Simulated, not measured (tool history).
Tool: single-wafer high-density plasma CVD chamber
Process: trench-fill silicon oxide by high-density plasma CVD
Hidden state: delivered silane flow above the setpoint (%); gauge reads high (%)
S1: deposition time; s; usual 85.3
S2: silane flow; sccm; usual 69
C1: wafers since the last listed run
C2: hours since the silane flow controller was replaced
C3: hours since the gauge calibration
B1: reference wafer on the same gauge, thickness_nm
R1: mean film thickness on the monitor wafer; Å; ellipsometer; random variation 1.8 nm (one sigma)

run,hour,S1,S2,C1,C2,C3,B1,R1
1,0.0,85.3,69,0,2892.3,375.7,552.302,6067.25
2,105.9,85.3,69,2170,2998.2,481.6,551.683,6083.68
3,185.1,85.3,69,1623,3077.4,560.8,551.388,6078.22
4,242.9,85.3,69,1184,3135.2,618.6,552.229,6067.47
5,325.7,85.3,69,1697,3218.0,701.4,552.018,6075.48
# hour 399.0: gauge calibrated
6,404.8,85.3,75,1621,3297.1,5.8,552.047,6643.13
# hour 437.0: silane flow controller replaced
7,469.0,85.3,75,1151,32.0,70.0,551.434,6948.35
8,508.2,85.3,69,803,71.2,109.2,552.180,6407.80
9,570.7,94.9,73,1281,133.7,171.7,551.804,7499.97
# hour 612.1: silane flow controller replaced, repeated, since the last time left the tool worse
10,652.3,85.3,61,1508,40.2,253.3,551.992,5196.52
11,699.6,89.7,81,969,87.5,300.6,552.121,7319.63
12,747.6,71.3,76,983,135.5,348.6,551.920,5475.57
13,853.2,70.9,81,2164,241.1,454.2,551.552,5787.62
14,935.5,95.9,61,1686,323.4,536.5,551.953,5905.51

3 ways to go on from here, each from the tool as it stands after run 14. What would each give?
A,935.9,78.1,69,8,323.8,536.9,?,?
B,935.9,79.8,69,8,323.8,536.9,?,?
C,935.9,97.4,57,8,323.8,536.9,?,?

run,B1,R1
A,551.943,5433.09
B,551.943,5551.35
C,551.943,5597.33
Without the tool's hidden state the same runs would have given:
run,R1
A,5422.45
B,5540.48
C,5586.37

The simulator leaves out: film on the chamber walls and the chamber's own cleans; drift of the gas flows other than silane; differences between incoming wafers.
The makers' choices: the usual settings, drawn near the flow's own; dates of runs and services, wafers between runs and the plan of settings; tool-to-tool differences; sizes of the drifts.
